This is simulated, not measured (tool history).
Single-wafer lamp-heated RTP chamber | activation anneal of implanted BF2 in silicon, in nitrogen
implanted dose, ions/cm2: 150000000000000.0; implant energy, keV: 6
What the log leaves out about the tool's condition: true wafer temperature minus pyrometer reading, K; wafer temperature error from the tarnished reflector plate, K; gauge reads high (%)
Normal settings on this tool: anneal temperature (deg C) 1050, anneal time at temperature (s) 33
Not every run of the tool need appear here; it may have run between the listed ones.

| run | hour | anneal temperature (deg C) | anneal time at temperature (s) | wafers since the last listed run | wafers since the last pyrometer calibration | wafers since the reflector plate was cleaned | hours since the gauge calibration | read-back reference wafer on the same gauge, sheet resistance | sheet resistance of the implanted and annealed layer (ohm/square) |
|---|---|---|---|---|---|---|---|---|---|
| 1 | 0 | 1050 | 33 | 0 | 2618 | 7558 | 524.8 | 696.59 | 757.79 |
| 2 | 46.5 | 1050 | 33 | 483 | 3101 | 8042 | 571.3 | 696.05 | 755.19 |
|  | 85.8 | pyrometer window cleaned and pyrometer calibrated |
| 3 | 96 | 1050 | 33 | 431 | 106 | 8473 | 620.8 | 695.62 | 763.92 |
| 4 | 143.3 | 1050 | 33 | 491 | 598 | 8965 | 668.1 | 695.88 | 760.35 |
| 5 | 353.8 | 1073 | 20 | 2188 | 2786 | 11154 | 878.6 | 696.15 | 763.74 |
|  | 398.9 | pyrometer window cleaned and pyrometer calibrated |
| 6 | 399.4 | 1050 | 33 | 390 | 5 | 11545 | 924.2 | 696.24 | 755.44 |
| 7 | 424.6 | 1050 | 33 | 262 | 267 | 11807 | 949.4 | 695.84 | 754.91 |
| 8 | 457.7 | 1050 | 33 | 344 | 611 | 12151 | 982.5 | 696.17 | 754.26 |
| 9 | 507.1 | 1050 | 33 | 513 | 1125 | 12665 | 1031.9 | 696.05 | 753.33 |
| 10 | 560 | 1030 | 33 | 550 | 1675 | 13215 | 1084.8 | 695.93 | 776.87 |
| 11 | 608 | 1050 | 33 | 499 | 2174 | 13714 | 1132.8 | 695.86 | 752.22 |
|  | 613 | gauge calibrated |
|  | 652 | reflector plate cleaned |
| 12 | 655.1 | 1050 | 33 | 406 | 2580 | 32 | 42.1 | 695.45 | 751.93 |
| 13 | 687.6 | 1050 | 33 | 337 | 2918 | 370 | 74.6 | 695.96 | 749.34 |
| 14 | 755.6 | 1050 | 33 | 707 | 3625 | 1077 | 142.6 | 695.76 | 751.24 |
| 15 | 800.6 | 1050 | 33 | 467 | 4093 | 1545 | 187.6 | 695.88 | 746.66 |
|  | 856.7 | pyrometer window cleaned and pyrometer calibrated, repeated, since the last time left the tool worse |
| 16 | 869.3 | 1070 | 33 | 631 | 130 | 2176 | 256.3 | 695.89 | 746.27 |
| 17 | 909.2 | 1067 | 33 | 414 | 545 | 2591 | 296.2 | 696.17 | 742.03 |
| 18 | 972.7 | 1050 | 33 | 660 | 1206 | 3251 | 359.7 | 696.13 | 763.92 |
| 19 | 1015.9 | 1050 | 33 | 449 | 1655 | 3700 | 402.9 | 696.2 | 762.28 |
|  | 1168.8 | pyrometer window cleaned and pyrometer calibrated |
| 20 | 1183 | 1073 | 33 | 1654 | 147 | 5355 | 570 | 695.88 | 739.98 |
| 21 | 1209.7 | 1021 | 51 | 277 | 425 | 5632 | 596.7 | 696.41 | 774.55 |
| 22 | 1271.8 | 1073 | 15 | 645 | 1070 | 6278 | 658.8 | 696.1 | 776.56 |
| 23 | 1299.3 | 1026 | 19 | 285 | 1356 | 6564 | 686.3 | 696.05 | 805.8 |
| 24 | 1323.5 | 1037 | 23 | 251 | 1608 | 6816 | 710.5 | 695.96 | 791.29 |
| 25 | 1388.5 | 1050 | 26 | 675 | 2284 | 7492 | 775.5 | 696.16 | 768.66 |
| 26 | 1443.8 | 1069 | 46 | 575 | 2859 | 8067 | 830.8 | 696.27 | 728.83 |
|  | 1501.4 | pyrometer window cleaned and pyrometer calibrated |
| 27 | 1501.9 | 1065 | 24 | 520 | 5 | 8588 | 888.9 | 696.21 | 767.09 |
| 28 | 1561.5 | 1050 | 33 | 619 | 624 | 9208 | 948.5 | 696.53 | 762.04 |
| 29 | 1627.3 | 1040 | 22 | 684 | 1308 | 9892 | 1014.3 | 695.5 | 792.62 |
| 30 | 1697 | 1026 | 19 | 724 | 2033 | 10617 | 1084 | 695.88 | 806.29 |
| 31 | 1768.5 | 1072 | 22 | 743 | 2777 | 11360 | 1155.5 | 696.24 | 763.63 |
|  | 1773.4 | gauge calibrated |
| 32 | 1834.1 | 1050 | 33 | 682 | 3459 | 12042 | 60.7 | 696.2 | 756.43 |

3 ways to go on from here, each from the tool as it stands after run 32. What would each give?
| A | 1834.5 | 1033 | 33 | 4 | 3463 | 12046 | 61.1 | ? | ? |
| B | 1834.5 | 1064 | 26 | 4 | 3463 | 12046 | 61.1 | ? | ? |
| C | 1834.5 | 1035 | 33 | 4 | 3463 | 12046 | 61.1 | ? | ? |

| run | read-back reference wafer on the same gauge, sheet resistance | sheet resistance of the implanted and annealed layer (ohm/square) |
|---|---|---|
| A | 696.05 | 772.36 |
| B | 696.05 | 754.83 |
| C | 696.05 | 770.5 |
With the hidden condition removed and each run's random variation left untouched, the same runs would have given:
| run | sheet resistance of the implanted and annealed layer (ohm/square) |
|---|---|
| A | 776.71 |
| B | 759.03 |
| C | 774.84 |

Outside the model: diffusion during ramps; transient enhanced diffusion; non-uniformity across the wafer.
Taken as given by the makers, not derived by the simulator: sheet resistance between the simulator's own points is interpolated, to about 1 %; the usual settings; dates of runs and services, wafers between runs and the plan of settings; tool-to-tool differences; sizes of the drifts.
